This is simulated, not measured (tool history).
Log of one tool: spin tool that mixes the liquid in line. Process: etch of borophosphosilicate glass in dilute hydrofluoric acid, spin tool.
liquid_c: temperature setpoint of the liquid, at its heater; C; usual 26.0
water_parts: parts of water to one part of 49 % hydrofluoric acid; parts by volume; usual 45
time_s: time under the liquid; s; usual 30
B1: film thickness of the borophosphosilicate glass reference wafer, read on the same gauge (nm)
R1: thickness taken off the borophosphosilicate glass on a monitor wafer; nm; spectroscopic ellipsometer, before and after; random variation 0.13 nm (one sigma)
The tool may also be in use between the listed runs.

run 1 hour=0.0 | liquid_c=26.0 water_parts=45 time_s=30 | B1=120.02 | R1=39.51
run 2 hour=53.6 | liquid_c=22.5 water_parts=45 time_s=30 | B1=119.98 | R1=34.32
run 3 hour=61.3 | liquid_c=26.0 water_parts=45 time_s=30 | B1=120.00 | R1=39.61
run 4 hour=67.7 | liquid_c=26.0 water_parts=45 time_s=30 | B1=120.02 | R1=39.61
run 5 hour=84.1 | liquid_c=26.0 water_parts=45 time_s=30 | B1=120.00 | R1=39.74
run 6 hour=93.3 | liquid_c=26.0 water_parts=45 time_s=30 | B1=120.04 | R1=39.79
run 7 hour=99.9 | liquid_c=26.0 water_parts=45 time_s=30 | B1=120.01 | R1=39.45
run 8 hour=115.5 | liquid_c=26.0 water_parts=45 time_s=30 | B1=120.01 | R1=39.62
run 9 hour=131.3 | liquid_c=26.0 water_parts=45 time_s=20 | B1=120.03 | R1=26.43
run 10 hour=147.0 | liquid_c=26.0 water_parts=45 time_s=20 | B1=120.01 | R1=26.52
run 11 hour=161.5 | liquid_c=29.5 water_parts=35 time_s=30 | B1=120.00 | R1=59.58
-- hour=169.2 hydrofluoric acid flow meter replaced
-- hour=173.1 thermometer replaced
run 12 hour=177.5 | liquid_c=29.5 water_parts=35 time_s=30 | B1=120.02 | R1=56.22
run 13 hour=190.1 | liquid_c=29.5 water_parts=35 time_s=30 | B1=119.99 | R1=56.51
run 14 hour=200.6 | liquid_c=26.0 water_parts=45 time_s=30 | B1=120.00 | R1=37.62
run 15 hour=208.9 | liquid_c=30.0 water_parts=30 time_s=45 | B1=119.99 | R1=102.26
run 16 hour=226.5 | liquid_c=22.5 water_parts=45 time_s=30 | B1=120.00 | R1=32.84
run 17 hour=243.2 | liquid_c=24.5 water_parts=50 time_s=35 | B1=119.99 | R1=37.23
run 18 hour=253.5 | liquid_c=26.0 water_parts=30 time_s=45 | B1=120.02 | R1=87.17
run 19 hour=269.6 | liquid_c=29.0 water_parts=55 time_s=35 | B1=120.01 | R1=40.11
run 20 hour=282.9 | liquid_c=26.0 water_parts=50 time_s=30 | B1=119.98 | R1=33.79
-- hour=285.7 gauge calibrated
run 21 hour=293.4 | liquid_c=29.0 water_parts=40 time_s=20 | B1=120.00 | R1=32.28
run 22 hour=310.8 | liquid_c=26.0 water_parts=35 time_s=30 | B1=120.01 | R1=49.26
run 23 hour=321.2 | liquid_c=29.0 water_parts=35 time_s=45 | B1=119.99 | R1=84.17
run 24 hour=335.2 | liquid_c=21.5 water_parts=55 time_s=15 | B1=120.00 | R1=12.68
run 25 hour=344.8 | liquid_c=30.5 water_parts=40 time_s=30 | B1=120.02 | R1=51.51
run 26 hour=355.7 | liquid_c=29.0 water_parts=55 time_s=35 | B1=119.98 | R1=40.38
run 27 hour=363.4 | liquid_c=21.0 water_parts=35 time_s=30 | B1=119.99 | R1=40.30
run 28 hour=369.8 | liquid_c=29.5 water_parts=25 time_s=45 | B1=120.00 | R1=121.72
run 29 hour=385.3 | liquid_c=29.0 water_parts=40 time_s=20 | B1=120.00 | R1=32.57

Forecast each of these 4 alternatives for the next run:
run A hour=385.7 | liquid_c=24.5 water_parts=45 time_s=30 | B1=? | R1=?
run B hour=385.7 | liquid_c=26.0 water_parts=25 time_s=20 | B1=? | R1=?
run C hour=385.7 | liquid_c=26.0 water_parts=45 time_s=45 | B1=? | R1=?
run D hour=385.7 | liquid_c=29.5 water_parts=30 time_s=35 | B1=? | R1=?

run=A B1=119.99 R1=35.80
run=B B1=119.99 R1=46.98
run=C B1=119.99 R1=57.10
run=D B1=119.99 R1=78.44
Without the tool's hidden state the same runs would have given:
run=A R1=35.39
run=B R1=46.46
run=C R1=56.45
run=D R1=77.57
